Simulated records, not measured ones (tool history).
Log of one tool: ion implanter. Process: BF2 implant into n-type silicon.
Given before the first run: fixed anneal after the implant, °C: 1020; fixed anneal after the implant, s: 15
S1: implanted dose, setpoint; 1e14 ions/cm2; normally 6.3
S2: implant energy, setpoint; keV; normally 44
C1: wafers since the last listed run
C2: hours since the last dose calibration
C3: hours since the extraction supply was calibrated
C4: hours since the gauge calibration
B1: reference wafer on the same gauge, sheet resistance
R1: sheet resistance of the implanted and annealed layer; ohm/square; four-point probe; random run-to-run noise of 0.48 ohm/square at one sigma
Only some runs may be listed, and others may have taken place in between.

run 1 day=0 | S1=6.3 S2=44 | C1=0 C2=1087.3 C3=5354.6 C4=122.3 | B1=184 | R1=209.1
run 2 day=0.729 | S1=6.3 S2=44 | C1=336 C2=1104.8 C3=5372.1 C4=139.8 | B1=184.05 | R1=209.54
run 3 day=0.992 | S1=6.3 S2=44 | C1=121 C2=1111.1 C3=5378.4 C4=146.1 | B1=184.11 | R1=209.6
run 4 day=1.379 | S1=6.3 S2=44 | C1=179 C2=1120.4 C3=5387.7 C4=155.4 | B1=184.04 | R1=209.13
run 5 day=1.938 | S1=6.3 S2=44 | C1=257 C2=1133.8 C3=5401.1 C4=168.8 | B1=184.05 | R1=209.82
-- day=2.35 Faraday cup replaced and dose calibrated
run 6 day=2.667 | S1=6.3 S2=44 | C1=182 C2=7.6 C3=5418.6 C4=186.3 | B1=184.1 | R1=210.37
-- day=2.933 gauge calibrated
run 7 day=2.946 | S1=6.3 S2=44 | C1=128 C2=14.3 C3=5425.3 C4=0.3 | B1=184.02 | R1=209.66
run 8 day=3.275 | S1=6.3 S2=35 | C1=152 C2=22.2 C3=5433.2 C4=8.2 | B1=184.05 | R1=217.52
run 9 day=3.629 | S1=6.3 S2=35 | C1=163 C2=30.7 C3=5441.7 C4=16.7 | B1=183.94 | R1=216.59
run 10 day=4.117 | S1=7.62 S2=32 | C1=225 C2=42.4 C3=5453.4 C4=28.4 | B1=183.91 | R1=191.96
run 11 day=4.404 | S1=4.67 S2=30 | C1=132 C2=49.3 C3=5460.3 C4=35.3 | B1=184.01 | R1=282.75
-- day=4.867 extraction supply calibrated
run 12 day=5.1 | S1=5.24 S2=57.5 | C1=167 C2=66 C3=5.6 C4=52 | B1=183.81 | R1=240.14
run 13 day=5.442 | S1=6.3 S2=44 | C1=157 C2=74.2 C3=13.8 C4=60.2 | B1=183.87 | R1=209.78
run 14 day=5.808 | S1=6.3 S2=44 | C1=169 C2=83 C3=22.6 C4=69 | B1=184.1 | R1=209.63
run 15 day=6.3 | S1=6.9 S2=44 | C1=227 C2=94.8 C3=34.4 C4=80.8 | B1=184.14 | R1=194.75
run 16 day=6.579 | S1=6.3 S2=35 | C1=128 C2=101.5 C3=41.1 C4=87.5 | B1=184.08 | R1=216.51
run 17 day=7.288 | S1=8.18 S2=56 | C1=327 C2=118.5 C3=58.1 C4=104.5 | B1=183.97 | R1=164.57
run 18 day=7.638 | S1=6.95 S2=51 | C1=161 C2=126.9 C3=66.5 C4=112.9 | B1=184.23 | R1=190.26

Branching from run 18: 3 alternative next runs. What would each branch give?
run A day=7.654 | S1=6.3 S2=44 | C1=7 C2=127.3 C3=66.9 C4=113.3 | B1=? | R1=?
run B day=7.654 | S1=4.53 S2=31.5 | C1=7 C2=127.3 C3=66.9 C4=113.3 | B1=? | R1=?
run C day=7.654 | S1=4.73 S2=30.5 | C1=7 C2=127.3 C3=66.9 C4=113.3 | B1=? | R1=?

run=A B1=184 R1=210.21
run=B B1=184 R1=288.61
run=C B1=184 R1=279.56
Without the tool's hidden state the same runs would have given:
run=A R1=210.21
run=B R1=288.61
run=C R1=279.56

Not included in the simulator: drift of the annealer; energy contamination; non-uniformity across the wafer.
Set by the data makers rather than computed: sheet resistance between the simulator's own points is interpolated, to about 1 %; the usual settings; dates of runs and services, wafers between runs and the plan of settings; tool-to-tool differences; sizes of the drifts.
